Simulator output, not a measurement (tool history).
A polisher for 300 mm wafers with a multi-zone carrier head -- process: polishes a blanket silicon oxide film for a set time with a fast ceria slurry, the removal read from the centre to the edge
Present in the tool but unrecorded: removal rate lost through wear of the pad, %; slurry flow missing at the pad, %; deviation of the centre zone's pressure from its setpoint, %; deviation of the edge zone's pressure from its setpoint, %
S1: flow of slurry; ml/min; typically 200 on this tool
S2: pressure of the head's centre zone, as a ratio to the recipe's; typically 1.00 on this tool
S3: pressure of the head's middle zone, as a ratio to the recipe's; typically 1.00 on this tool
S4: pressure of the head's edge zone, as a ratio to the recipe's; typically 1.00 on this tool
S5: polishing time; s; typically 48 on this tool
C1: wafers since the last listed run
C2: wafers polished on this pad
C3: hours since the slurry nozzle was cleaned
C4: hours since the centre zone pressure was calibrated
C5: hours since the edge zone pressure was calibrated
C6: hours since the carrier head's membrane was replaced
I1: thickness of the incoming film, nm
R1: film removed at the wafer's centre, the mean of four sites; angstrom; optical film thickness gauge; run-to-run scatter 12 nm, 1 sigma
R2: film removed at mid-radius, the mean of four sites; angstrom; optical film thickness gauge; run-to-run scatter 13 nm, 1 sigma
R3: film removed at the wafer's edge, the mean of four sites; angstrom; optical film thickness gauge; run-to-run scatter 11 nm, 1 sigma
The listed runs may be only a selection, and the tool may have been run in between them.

Run 1, hour 0.0: usual settings; C1 0; C2 938; C3 132.4; C4 166.5; C5 364.9; C6 388.0; I1 2464.3. Result: R1 8681 angstrom, R2 8995 angstrom, R3 8813 angstrom.
Run 2, hour 78.1: usual settings but S4 0.91, S5 52 s; C1 1056; C2 1995; C3 210.5; C4 244.6; C5 443.0; C6 466.1; I1 2455.2. Result: R1 9485 angstrom, R2 9567 angstrom, R3 9245 angstrom.
Run 3, hour 128.8: usual settings; C1 686; C2 2681; C3 261.2; C4 295.3; C5 493.7; C6 516.8; I1 2463.3. Result: R1 8842 angstrom, R2 8746 angstrom, R3 8977 angstrom.
Run 4, hour 178.4: usual settings but S1 170 ml/min, S4 0.92; C1 671; C2 3352; C3 310.8; C4 344.9; C5 543.3; C6 566.4; I1 2466.4. Result: R1 8449 angstrom, R2 8653 angstrom, R3 8251 angstrom.
At hour 190.4: carrier head's membrane replaced by a new one.
Run 5, hour 257.9: usual settings; C1 1008; C2 4360; C3 390.3; C4 424.4; C5 622.8; C6 67.5; I1 2458.6. Result: R1 8642 angstrom, R2 8849 angstrom, R3 8787 angstrom.
At hour 280.6: edge zone pressure recalibrated.
Run 6, hour 303.9: usual settings but S1 170 ml/min, S4 0.92; C1 595; C2 4955; C3 436.3; C4 470.4; C5 23.3; C6 113.5; I1 2452.8. Result: R1 8247 angstrom, R2 8329 angstrom, R3 8085 angstrom.
Run 7, hour 348.4: usual settings; C1 602; C2 5557; C3 480.8; C4 514.9; C5 67.8; C6 158.0; I1 2453.7. Result: R1 8597 angstrom, R2 8679 angstrom, R3 8494 angstrom.
At hour 426.3: slurry nozzle cleaned.
Run 8, hour 427.9: usual settings but S1 250 ml/min, S2 1.06, S4 0.91, S5 31 s; C1 1062; C2 6620; C3 1.6; C4 594.4; C5 147.3; C6 237.5; I1 2417.5. Result: R1 5928 angstrom, R2 5669 angstrom, R3 5509 angstrom.
Run 9, hour 478.9: usual settings; C1 690; C2 7310; C3 52.6; C4 645.4; C5 198.3; C6 288.5; I1 2475.5. Result: R1 8392 angstrom, R2 8405 angstrom, R3 8294 angstrom.
At hour 492.0: centre zone pressure recalibrated.
At hour 518.7: worn pad replaced by a new one.
Run 10, hour 563.0: usual settings; C1 1056; C2 598; C3 136.7; C4 71.0; C5 282.4; C6 372.6; I1 2436.9. Result: R1 8919 angstrom, R2 8977 angstrom, R3 8787 angstrom.
Run 11, hour 600.3: usual settings but S4 0.94; C1 504; C2 1103; C3 174.0; C4 108.3; C5 319.7; C6 409.9; I1 2434.7. Result: R1 8556 angstrom, R2 8850 angstrom, R3 8651 angstrom.
Run 12, hour 701.8: usual settings but S3 1.10, S4 0.95; C1 1373; C2 2477; C3 275.5; C4 209.8; C5 421.2; C6 511.4; I1 2428.4. Result: R1 8579 angstrom, R2 9287 angstrom, R3 8286 angstrom.
Run 13, hour 738.0: usual settings but S5 64 s; C1 489; C2 2966; C3 311.7; C4 246.0; C5 457.4; C6 547.6; I1 2448.1. Result: R1 11568 angstrom, R2 11751 angstrom, R3 11491 angstrom.
Run 14, hour 781.5: usual settings but S1 165 ml/min, S3 1.08, S4 1.09; C1 588; C2 3555; C3 355.2; C4 289.5; C5 500.9; C6 591.1; I1 2454.3. Result: R1 8495 angstrom, R2 8943 angstrom, R3 8804 angstrom.
At hour 800.9: carrier head's membrane replaced by a new one.
At hour 823.6: edge zone pressure recalibrated.
Run 15, hour 824.1: usual settings but S1 135 ml/min; C1 481; C2 4037; C3 397.8; C4 332.1; C5 0.5; C6 23.2; I1 2439.0. Result: R1 8141 angstrom, R2 8107 angstrom, R3 8203 angstrom.
Run 16, hour 919.6: usual settings but S3 1.10; C1 1292; C2 5329; C3 493.3; C4 427.6; C5 96.0; C6 118.7; I1 2477.6. Result: R1 8386 angstrom, R2 9408 angstrom, R3 8600 angstrom.
Run 17, hour 1020.2: usual settings but S4 0.93; C1 1361; C2 6690; C3 593.9; C4 528.2; C5 196.6; C6 219.3; I1 2480.5. Result: R1 8392 angstrom, R2 8366 angstrom, R3 8038 angstrom.
At hour 1047.2: slurry nozzle cleaned.
Run 18, hour 1060.7: usual settings but S2 0.94, S4 0.92, S5 35 s; C1 534; C2 7225; C3 13.5; C4 568.7; C5 237.1; C6 259.8; I1 2446.9. Result: R1 5717 angstrom, R2 6023 angstrom, R3 5927 angstrom.
Run 19, hour 1124.5: usual settings but S3 0.96; C1 863; C2 8088; C3 77.3; C4 632.5; C5 300.9; C6 323.6; I1 2499.0. Result: R1 8298 angstrom, R2 8240 angstrom, R3 8410 angstrom.
At hour 1166.7: worn pad replaced by a new one.
At hour 1177.5: centre zone pressure recalibrated.
Run 20, hour 1230.8: usual settings; C1 1357; C2 839; C3 183.6; C4 53.3; C5 407.2; C6 429.9; I1 2400.5. Result: R1 8680 angstrom, R2 9032 angstrom, R3 8890 angstrom.
At hour 1374.6: edge zone pressure recalibrated.
At hour 1406.1: carrier head's membrane replaced by a new one.
Run 21, hour 1542.8: usual settings; C1 4127; C2 4966; C3 495.6; C4 365.3; C5 168.2; C6 136.7; I1 2471.4. Result: R1 8798 angstrom, R2 8835 angstrom, R3 8523 angstrom.
At hour 1680.2: slurry nozzle cleaned.
Run 22, hour 1711.2: usual settings; C1 2265; C2 7231; C3 31.0; C4 533.7; C5 336.6; C6 305.1; I1 2411.5. Result: R1 8451 angstrom, R2 8493 angstrom, R3 8411 angstrom.
At hour 1782.1: centre zone pressure recalibrated.
Run 23, hour 1792.9: usual settings but S2 0.95, S3 0.90, S4 1.10, S5 64 s; C1 1078; C2 8310; C3 112.7; C4 10.8; C5 418.3; C6 386.8; I1 2486.7. Result: R1 10303 angstrom, R2 10133 angstrom, R3 11446 angstrom.

State the hidden condition of the tool at each of the runs:
slurry flow missing at the pad, %: 0 on each run
deviation of the centre zone's pressure from its setpoint, %: 0 on each run
deviation of the edge zone's pressure from its setpoint, %: 0 on each run
H1: removal rate lost through wear of the pad, %
run     H1
  1  0.242
  2  0.531
  3   0.83
  4   1.21
  5   1.99
  6   2.54
  7   3.14
  8   4.38
  9   5.29
 10  0.665
 11  0.745
 12    1.2
 13   1.45
 14   1.81
 15   2.22
 16   3.37
 17   4.92
 18   5.64
 19   6.89
 20  0.359
 21    2.7
 22   5.35
 23   6.98
